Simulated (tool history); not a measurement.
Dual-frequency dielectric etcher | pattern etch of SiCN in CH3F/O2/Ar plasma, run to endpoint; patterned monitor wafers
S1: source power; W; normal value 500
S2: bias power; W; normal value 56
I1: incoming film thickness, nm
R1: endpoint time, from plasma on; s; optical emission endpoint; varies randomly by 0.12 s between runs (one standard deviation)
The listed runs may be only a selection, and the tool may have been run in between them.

{"run": 1, "hour": 0.0, "S1": 500, "S2": 56, "I1": 11.31, "R1": 27.9}
{"run": 2, "hour": 25.6, "S1": 500, "S2": 56, "I1": 11.24, "R1": 27.6}
{"run": 3, "hour": 79.7, "S1": 500, "S2": 56, "I1": 11.22, "R1": 27.5}
{"run": 4, "hour": 123.4, "S1": 500, "S2": 56, "I1": 11.27, "R1": 27.6}
{"run": 5, "hour": 153.1, "S1": 500, "S2": 56, "I1": 11.14, "R1": 27.0}
{"hour": 177.5, "done": "upper electrode replaced"}
{"run": 6, "hour": 211.6, "S1": 500, "S2": 56, "I1": 11.36, "R1": 27.5}
{"run": 7, "hour": 238.4, "S1": 500, "S2": 56, "I1": 11.22, "R1": 27.1}
{"run": 8, "hour": 270.4, "S1": 500, "S2": 56, "I1": 11.25, "R1": 27.2}
{"run": 9, "hour": 329.9, "S1": 500, "S2": 45, "I1": 11.18, "R1": 29.1}
{"run": 10, "hour": 357.4, "S1": 440, "S2": 66, "I1": 11.26, "R1": 26.3}
{"hour": 407.8, "done": "wet clean of the chamber"}
{"run": 11, "hour": 427.7, "S1": 380, "S2": 61, "I1": 11.25, "R1": 30.3}
{"run": 12, "hour": 466.0, "S1": 440, "S2": 66, "I1": 11.2, "R1": 27.6}
{"hour": 479.4, "done": "bias power generator calibrated"}
{"run": 13, "hour": 498.0, "S1": 420, "S2": 63, "I1": 11.32, "R1": 28.6}
{"run": 14, "hour": 546.3, "S1": 450, "S2": 45, "I1": 11.31, "R1": 31.8}
{"run": 15, "hour": 586.2, "S1": 470, "S2": 68, "I1": 11.27, "R1": 26.6}
{"run": 16, "hour": 628.6, "S1": 560, "S2": 56, "I1": 11.3, "R1": 26.7}
{"run": 17, "hour": 671.0, "S1": 550, "S2": 62, "I1": 11.26, "R1": 25.5}
{"run": 18, "hour": 698.2, "S1": 540, "S2": 64, "I1": 11.33, "R1": 25.6}
{"run": 19, "hour": 736.9, "S1": 500, "S2": 56, "I1": 11.22, "R1": 27.4}
{"run": 20, "hour": 773.9, "S1": 590, "S2": 56, "I1": 11.22, "R1": 25.6}
{"hour": 808.6, "done": "wet clean of the chamber"}
{"run": 21, "hour": 824.6, "S1": 410, "S2": 65, "I1": 11.4, "R1": 29.0}
{"run": 22, "hour": 851.4, "S1": 500, "S2": 60, "I1": 11.32, "R1": 27.6}
{"hour": 892.1, "done": "source power generator calibrated"}
{"run": 23, "hour": 900.4, "S1": 500, "S2": 56, "I1": 11.49, "R1": 28.7}
{"run": 24, "hour": 933.2, "S1": 400, "S2": 56, "I1": 11.39, "R1": 30.6}
{"run": 25, "hour": 963.2, "S1": 500, "S2": 56, "I1": 11.32, "R1": 27.9}
{"run": 26, "hour": 996.7, "S1": 500, "S2": 52, "I1": 11.19, "R1": 28.2}
{"run": 27, "hour": 1053.4, "S1": 500, "S2": 56, "I1": 11.35, "R1": 27.7}
{"run": 28, "hour": 1102.7, "S1": 470, "S2": 52, "I1": 11.35, "R1": 29.0}
{"run": 29, "hour": 1162.6, "S1": 470, "S2": 56, "I1": 11.34, "R1": 28.0}
{"run": 30, "hour": 1196.0, "S1": 500, "S2": 66, "I1": 11.32, "R1": 25.5}
{"hour": 1256.4, "done": "wet clean of the chamber"}
{"run": 31, "hour": 1258.9, "S1": 560, "S2": 43, "I1": 11.17, "R1": 29.8}
{"run": 32, "hour": 1297.6, "S1": 500, "S2": 56, "I1": 11.37, "R1": 28.6}
{"run": 33, "hour": 1326.2, "S1": 400, "S2": 48, "I1": 11.36, "R1": 33.0}
{"run": 34, "hour": 1388.4, "S1": 500, "S2": 56, "I1": 11.29, "R1": 28.1}

How would selected steps in R1 from run to run divide? Give the signed amount a tool lacking its hidden state would still show from settings, what came in and random variation, and the signed amount left for the hidden state, including any gauge scatter that is not in both of the compared results.
The hidden state here: etch rate over this chamber's usual, %; source power that arrives over what is set, %; bias power that arrives over what is set, %.
Run 10 -> 11: S1 440 -> 380, S2 66 -> 61, wet clean of the chamber. R1 +4.0 s: hidden state +1.5, all else +2.5.
Run 14 -> 15: S1 450 -> 470, S2 45 -> 68. R1 -5.2 s: hidden state +0.0, all else -5.2.
Run 20 -> 21: S1 590 -> 410, S2 56 -> 65, wet clean of the chamber. R1 +3.4 s: hidden state +0.7, all else +2.7.
Run 30 -> 31: S1 500 -> 560, S2 66 -> 43, wet clean of the chamber. R1 +4.3 s: hidden state +1.3, all else +3.0.
Run 32 -> 33: S1 500 -> 400, S2 56 -> 48. R1 +4.4 s: hidden state -0.1, all else +4.5.
Run 33 -> 34: S1 400 -> 500, S2 48 -> 56. R1 -4.9 s: hidden state -0.2, all else -4.7.
